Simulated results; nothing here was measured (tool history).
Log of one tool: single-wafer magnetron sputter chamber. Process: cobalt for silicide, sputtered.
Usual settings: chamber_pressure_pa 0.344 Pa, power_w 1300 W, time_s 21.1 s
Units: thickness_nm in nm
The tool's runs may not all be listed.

run,hour,chamber_pressure_pa,power_w,time_s,wafers since the last listed run,wafers on the sputter target,hours since the last manometer calibration,hours since the magnet pack was replaced,hours since the gauge calibration,"read-back reference wafer on the same gauge, thickness_nm",thickness_nm
1,0,0.344,1400,20.2,0,177,781.8,3662.8,1026.9,15.109,13.285
2,56.3,0.344,1400,20.2,1073,1250,838.1,3719.1,1083.2,15.096,13.309
3,138.4,0.344,1400,20.2,1565,2815,920.2,3801.2,1165.3,15.101,13.218
4,186.5,0.344,1300,21.1,916,3732,968.3,3849.3,1213.4,15.083,12.84
5,259.2,0.344,1300,21.1,1385,5118,1041,3922,1286.1,15.096,12.865
6,307.8,0.344,1300,21.1,926,6045,1089.6,3970.6,1334.7,15.102,12.921
# hour 418.2: sputter target and shields replaced
7,418.7,0.344,1300,21.1,1961,8,1200.5,4081.5,1445.6,15.116,12.864
8,468.3,0.344,1300,21.1,945,954,1250.1,4131.1,1495.2,15.086,12.873
9,550.5,0.344,1300,21.1,1566,2521,1332.3,4213.3,1577.4,15.093,12.862
10,643.5,0.344,1300,21.1,1772,4294,1425.3,4306.3,1670.4,15.113,12.88
11,729.6,0.344,1300,21.1,1641,5935,1511.4,4392.4,1756.5,15.098,12.876
12,826.4,0.344,1300,21.1,1845,7780,1608.2,4489.2,1853.3,15.098,12.901
# hour 844.6: magnet pack replaced
# hour 846.1: sputter target and shields replaced
# hour 881.1: gauge calibrated
13,925.9,0.344,1300,21.1,1715,1520,1707.7,81.3,44.8,15.098,12.836
14,962.4,0.344,1300,21.1,695,2216,1744.2,117.8,81.3,15.09,12.909
15,1012.4,0.344,1300,21.1,953,3169,1794.2,167.8,131.3,15.1,12.902
16,1051.9,0.344,1300,21.1,752,3922,1833.7,207.3,170.8,15.11,12.908
17,1158.8,0.344,1300,21.1,2037,5960,1940.6,314.2,277.7,15.102,12.894
18,1266.2,0.344,1300,21.1,2047,8007,2048,421.6,385.1,15.102,12.941
# hour 1290: sputter target and shields replaced
19,1306.8,0.446,1550,24.9,621,319,2088.6,462.2,425.7,15.113,17.474
20,1393.9,0.243,1300,21.1,1660,1980,2175.7,549.3,512.8,15.084,13.463
21,1484.4,0.344,1050,21.1,1725,3705,2266.2,639.8,603.3,15.1,10.469
22,1535,0.225,1000,21.1,964,4669,2316.8,690.4,653.9,15.102,10.469
23,1638.9,0.344,1100,21.1,1980,6650,2420.7,794.3,757.8,15.098,10.938
# hour 1684.7: capacitance manometer re-zeroed and calibrated
24,1719,0.293,1200,23.4,1374,8024,34.3,874.4,837.9,15.079,13.461
# hour 1817.2: sputter target and shields replaced
25,1817.7,0.344,1300,21.1,1729,8,133,973.1,936.6,15.092,12.816
26,1851.6,0.344,1050,18.1,646,655,166.9,1007,970.5,15.109,8.877
27,1998.9,0.344,1300,17.5,2807,3463,314.2,1154.3,1117.8,15.104,10.651
28,2073.1,0.344,1300,21.1,1414,4877,388.4,1228.5,1192,15.117,12.855
29,2177.3,0.212,1300,23.3,1986,6863,492.6,1332.7,1296.2,15.096,15.005
30,2230.5,0.344,1300,21.1,1014,7877,545.8,1385.9,1349.4,15.105,12.879
# hour 2250.7: sputter target and shields replaced
31,2336,0.344,1300,21.1,1858,1625,651.3,1491.4,1454.9,15.094,12.829
32,2420.4,0.344,1050,17.4,1608,3234,735.7,1575.8,1539.3,15.084,8.542

How the hidden state differs across the entries between the runs, from the last listed run before each to the first after it:
Between runs 6 and 7: sputter target and shields replaced (hour 418.2)
  true argon pressure above the setpoint (%): -0.198 -> -0.451
  measured less the result without the state, thickness_nm: +0.004 -> +0.008 nm
Between runs 12 and 13: magnet pack replaced (hour 844.6); sputter target and shields replaced (hour 846.1); gauge calibrated (hour 881.1)
  true argon pressure above the setpoint (%): -1.59 -> -1.92
  measured less the result without the state, thickness_nm: +0.029 -> +0.035 nm
Between runs 18 and 19: sputter target and shields replaced (hour 1290)
  true argon pressure above the setpoint (%): -3.19 -> -3.35
  measured less the result without the state, thickness_nm: +0.059 -> +0.115 nm
Between runs 23 and 24: capacitance manometer re-zeroed and calibrated (hour 1684.7)
  true argon pressure above the setpoint (%): -4.84 -> 1.22
  measured less the result without the state, thickness_nm: +0.076 -> -0.019 nm
Between runs 24 and 25: sputter target and shields replaced (hour 1817.2)
  true argon pressure above the setpoint (%): 1.22 -> 1.2
  measured less the result without the state, thickness_nm: -0.019 -> -0.022 nm
Between runs 30 and 31: sputter target and shields replaced (hour 2250.7)
  true argon pressure above the setpoint (%): 0.923 -> 0.797
  measured less the result without the state, thickness_nm: -0.017 -> -0.014 nm
